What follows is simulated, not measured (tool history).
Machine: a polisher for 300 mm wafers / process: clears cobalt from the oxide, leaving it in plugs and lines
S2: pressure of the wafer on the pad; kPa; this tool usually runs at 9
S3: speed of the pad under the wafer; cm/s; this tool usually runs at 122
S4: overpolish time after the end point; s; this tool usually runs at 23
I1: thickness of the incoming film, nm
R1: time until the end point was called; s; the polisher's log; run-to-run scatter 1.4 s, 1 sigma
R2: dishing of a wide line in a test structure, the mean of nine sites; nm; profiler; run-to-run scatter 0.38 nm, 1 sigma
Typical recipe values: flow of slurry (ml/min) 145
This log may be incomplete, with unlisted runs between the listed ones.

Run 1, hour 0: usual settings; I1 382.5. Result: R1 95.1 s, R2 37.4 nm.
Run 2, hour 103.9: usual settings; I1 380.3. Result: R1 91 s, R2 37.2 nm.
At hour 119: slurry nozzle cleaned.
At hour 193.3: head pressure recalibrated.
Run 3, hour 203.3: usual settings but S3 150 cm/s, S4 19 s; I1 380.9. Result: R1 79.5 s, R2 36.9 nm.
Run 4, hour 287.5: usual settings; I1 379.4. Result: R1 97.1 s, R2 36.2 nm.
Run 5, hour 338.5: usual settings; I1 385.1. Result: R1 98.5 s, R2 37.4 nm.
Run 6, hour 404.9: usual settings; I1 382.2. Result: R1 98.7 s, R2 37.1 nm.
At hour 413.4: worn pad replaced by a new one.
Run 7, hour 441.9: usual settings; I1 378.4. Result: R1 101.4 s, R2 36.9 nm.
Run 8, hour 507.8: usual settings; I1 388. Result: R1 105.3 s, R2 36.1 nm.
Run 9, hour 599.8: usual settings; I1 375.3. Result: R1 100.4 s, R2 36.6 nm.
Run 10, hour 667.5: usual settings; I1 381.4. Result: R1 102.1 s, R2 35.6 nm.
At hour 679.6: slurry nozzle cleaned.
Run 11, hour 756.5: usual settings but S3 154 cm/s; I1 384.9. Result: R1 83.1 s, R2 39.1 nm.
Run 12, hour 854: usual settings; I1 375.7. Result: R1 103 s, R2 35.5 nm.
Run 13, hour 910: usual settings; I1 379.3. Result: R1 104.2 s, R2 36.2 nm.
Run 14, hour 984.8: usual settings; I1 373.9. Result: R1 104.8 s, R2 35.9 nm.
At hour 1032.1: worn pad replaced by a new one, repeated, since the last time left the tool worse.
At hour 1055.6: head pressure recalibrated.
Run 15, hour 1067.8: usual settings but flow of slurry (ml/min) 110; I1 382.3. Result: R1 99.6 s, R2 36.8 nm.
Run 16, hour 1122.5: usual settings but S2 7.6 kPa, S4 29 s; I1 376.8. Result: R1 111.3 s, R2 37.6 nm.
Run 17, hour 1161.6: usual settings; I1 375.3. Result: R1 92.3 s, R2 37.2 nm.
Run 18, hour 1239.1: usual settings but S2 10.3 kPa; I1 379.7. Result: R1 81.4 s, R2 38.3 nm.
At hour 1310.3: slurry nozzle cleaned.
Run 19, hour 1339.7: usual settings but flow of slurry (ml/min) 130, S3 162 cm/s; I1 377.7. Result: R1 73 s, R2 38.8 nm.
Run 20, hour 1390.5: usual settings but S3 92 cm/s, S4 11 s; I1 380.7. Result: R1 125.8 s, R2 23.1 nm.
Run 21, hour 1470.5: usual settings but S2 6.2 kPa, S3 82 cm/s; I1 382.9. Result: R1 208.1 s, R2 27.1 nm.
Run 22, hour 1513.1: usual settings but flow of slurry (ml/min) 165, S2 12.4 kPa, S3 94 cm/s, S4 18 s; I1 381.1. Result: R1 88.6 s, R2 35.5 nm.
Run 23, hour 1550.3: usual settings but S3 160 cm/s; I1 378.4. Result: R1 73.2 s, R2 39.1 nm.
At hour 1599.7: worn pad replaced by a new one.
Run 24, hour 1643.6: usual settings but S2 6.2 kPa, S3 82 cm/s; I1 381.5. Result: R1 203.3 s, R2 27.5 nm.
Run 25, hour 1746.5: usual settings but flow of slurry (ml/min) 160, S4 33 s; I1 372.6. Result: R1 89 s, R2 39.9 nm.
Run 26, hour 1790.9: usual settings but flow of slurry (ml/min) 120, S4 18 s; I1 377.1. Result: R1 97.8 s, R2 33.6 nm.
At hour 1832.4: slurry nozzle cleaned.
Run 27, hour 1873.3: usual settings but S3 140 cm/s; I1 379. Result: R1 83 s, R2 37.6 nm.
At hour 1937.5: head pressure recalibrated.
Run 28, hour 1959.9: usual settings but S4 10 s; I1 379.6. Result: R1 93.1 s, R2 25.8 nm.
Run 29, hour 2009.9: usual settings but flow of slurry (ml/min) 180, S3 140 cm/s, S4 36 s; I1 379.1. Result: R1 80.1 s, R2 40.3 nm.
Run 30, hour 2095.3: usual settings but flow of slurry (ml/min) 120; I1 378.1. Result: R1 98.5 s, R2 36 nm.
At hour 2174.7: worn pad replaced by a new one.
Run 31, hour 2175.2: usual settings but flow of slurry (ml/min) 170, S3 158 cm/s, S4 14 s; I1 383.6. Result: R1 71.3 s, R2 34.3 nm.
Run 32, hour 2257.8: usual settings but S3 154 cm/s; I1 380.6. Result: R1 74.1 s, R2 38.6 nm.
Run 33, hour 2296.9: usual settings; I1 378.1. Result: R1 92 s, R2 36.8 nm.

Had the tool no unlogged condition, and each run kept its random variation, what would the results have been?
Hidden state present: removal rate lost through wear of the pad, %; slurry flow missing at the pad, %; deviation of the head's pressure from its setpoint, %.
run     R1    R2
  1   94.5  37.5
  2   89.8  37.3
  3   77.7  37.2
  4   93.8  36.6
  5   94.4  37.8
  6   93.4  37.7
  7   92.4  37.8
  8   95.8  37.1
  9   90.8  37.6
 10   91.8  36.6
 11   73.9  39.9
 12   90.2  36.8
 13   90.2  37.7
 14   89.3  37.5
 15   98.9  36.9
 16  110.4  37.7
 17   91.4  37.2
 18   80.3  38.4
 19   71.3    39
 20    122  23.5
 21  199.5  27.8
 22   84.4  36.1
 23   69.2  39.4
 24  201.1  27.7
 25   87.8    40
 26   96.2  33.8
 27   81.1  37.7
 28   89.9  26.4
 29   76.9  40.4
 30   93.1  36.5
 31   71.1  34.3
 32   73.8  38.6
 33   91.4  36.8

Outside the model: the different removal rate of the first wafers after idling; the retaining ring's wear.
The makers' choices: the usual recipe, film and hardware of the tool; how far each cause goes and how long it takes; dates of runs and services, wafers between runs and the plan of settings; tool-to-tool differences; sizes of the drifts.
